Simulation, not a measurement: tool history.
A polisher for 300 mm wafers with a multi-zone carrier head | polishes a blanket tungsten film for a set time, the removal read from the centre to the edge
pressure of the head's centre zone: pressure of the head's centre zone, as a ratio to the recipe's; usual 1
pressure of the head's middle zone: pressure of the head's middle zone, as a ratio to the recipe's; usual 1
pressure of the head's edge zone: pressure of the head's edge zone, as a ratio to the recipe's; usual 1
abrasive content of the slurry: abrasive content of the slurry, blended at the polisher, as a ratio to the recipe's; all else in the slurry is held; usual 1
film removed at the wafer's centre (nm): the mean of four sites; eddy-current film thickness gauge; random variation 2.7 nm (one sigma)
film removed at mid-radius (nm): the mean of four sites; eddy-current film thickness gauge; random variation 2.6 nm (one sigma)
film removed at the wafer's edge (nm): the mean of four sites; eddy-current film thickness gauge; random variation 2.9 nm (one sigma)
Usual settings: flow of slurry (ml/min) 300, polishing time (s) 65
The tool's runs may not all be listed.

run,hour,flow of slurry (ml/min),pressure of the head's centre zone,pressure of the head's middle zone,pressure of the head's edge zone,abrasive content of the slurry,polishing time (s),wafers since the last listed run,wafers polished on this pad,hours since the slurry nozzle was cleaned,hours since the centre zone pressure was calibrated,hours since the edge zone pressure was calibrated,hours since the carrier head's membrane was replaced,"incoming thickness of the incoming film, nm",film removed at the wafer's centre (nm),film removed at mid-radius (nm),film removed at the wafer's edge (nm)
1,0,300,1,1.09,1,1,65,0,90,502.9,509.7,1102.4,371.7,1421.2,213.8,243.2,230.3
2,12.9,300,1,1,1,1.05,65,148,238,515.8,522.6,1115.3,384.6,1404.6,225.5,231.9,229.7
3,30.1,300,1,1,1,1,65,197,435,533,539.8,1132.5,401.8,1397.7,213.1,229.2,229.6
4,40.7,300,1,1,1,1,65,121,557,543.6,550.4,1143.1,412.4,1387,213,220.4,225.3
5,51.5,300,1,1,1,1,65,124,681,554.4,561.2,1153.9,423.2,1393.6,212.2,221.7,222.3
# hour 66.9: centre zone pressure recalibrated
6,67.4,300,1,1,1,1,65,159,841,570.3,0.5,1169.8,439.1,1416,209.7,221.6,220.3
7,77.1,300,1,1,1,1,65,111,952,580,10.2,1179.5,448.8,1414.8,210.8,215.5,217
# hour 94.7: worn pad replaced by a new one
8,102.7,365,1,1,1,1,65,248,91,605.6,35.8,1205.1,474.4,1415.8,223.5,230.7,234.7
9,116.1,380,1.05,0.96,0.91,1,65,153,245,619,49.2,1218.5,487.8,1390.6,230.8,225.4,225.7
10,129.5,300,1,1,1,0.85,65,153,399,632.4,62.6,1231.9,501.2,1398.6,213.2,222.9,224.7
# hour 140.9: slurry nozzle cleaned
# hour 170.4: carrier head's membrane replaced by a new one
11,173.2,300,1,1,1,1,65,432,832,32.3,106.3,1275.6,2.8,1420.8,210.2,214,222.1
# hour 179.3: edge zone pressure recalibrated
12,189.7,300,0.93,1,1,1,65,166,999,48.8,122.8,10.4,19.3,1401.6,195.9,217.1,215.3
13,203.7,300,1,1,1,1,65,160,1159,62.8,136.8,24.4,33.3,1381.2,205.5,211.3,215.6
# hour 209.6: worn pad replaced by a new one
14,219,220,0.94,0.95,1.11,1,65,129,108,78.1,152.1,39.7,48.6,1391.2,200.8,213.9,238.5
15,225.6,300,1,1,1,1,65,75,183,84.7,158.7,46.3,55.2,1400.5,224,235.6,230.6
16,234.2,300,1,1,1,1,73,98,282,93.3,167.3,54.9,63.8,1411,247.4,257.6,257.2
17,242.5,300,1.06,1,0.94,1.3,84,95,377,101.6,175.6,63.2,72.1,1380.6,310,315.6,307.8
18,250,345,0.96,1.1,1,1,46,86,464,109.1,183.1,70.7,79.6,1422.5,152.8,175,160.6
19,267.8,300,1,1,1,1,65,204,668,126.9,200.9,88.5,97.4,1411.6,219.9,224.2,223.6
20,277.7,300,0.95,1,1.1,0.85,54,113,782,136.8,210.8,98.4,107.3,1419.3,166.5,176.4,187.1
21,292.3,240,1.08,1,0.92,1.1,65,167,949,151.4,225.4,113,121.9,1399.5,229.6,218.1,210.6
22,302.2,300,1,1,1.06,1,65,113,1063,161.3,235.3,122.9,131.8,1401.7,204.2,213.5,224.2

3 ways to go on from here, each from the tool as it stands after run 22. What would each give?
A,302.6,300,1,1,1,1,65,4,1068,161.7,235.7,123.3,132.2,1399.8,?,?,?
B,302.6,300,1,0.9,0.89,1,65,4,1068,161.7,235.7,123.3,132.2,1399.8,?,?,?
C,302.6,300,1.11,1.1,1,0.7,80,4,1068,161.7,235.7,123.3,132.2,1399.8,?,?,?

run,film removed at the wafer's centre (nm),film removed at mid-radius (nm),film removed at the wafer's edge (nm)
A,209.5,212.5,221.9
B,209.4,194.6,210.4
C,265,265.8,255.8
Without the tool's hidden state the same runs would have given:
run,film removed at the wafer's centre (nm),film removed at mid-radius (nm),film removed at the wafer's edge (nm)
A,223.3,226.4,236.5
B,223.1,207.3,224.2
C,282.4,283.3,272.6

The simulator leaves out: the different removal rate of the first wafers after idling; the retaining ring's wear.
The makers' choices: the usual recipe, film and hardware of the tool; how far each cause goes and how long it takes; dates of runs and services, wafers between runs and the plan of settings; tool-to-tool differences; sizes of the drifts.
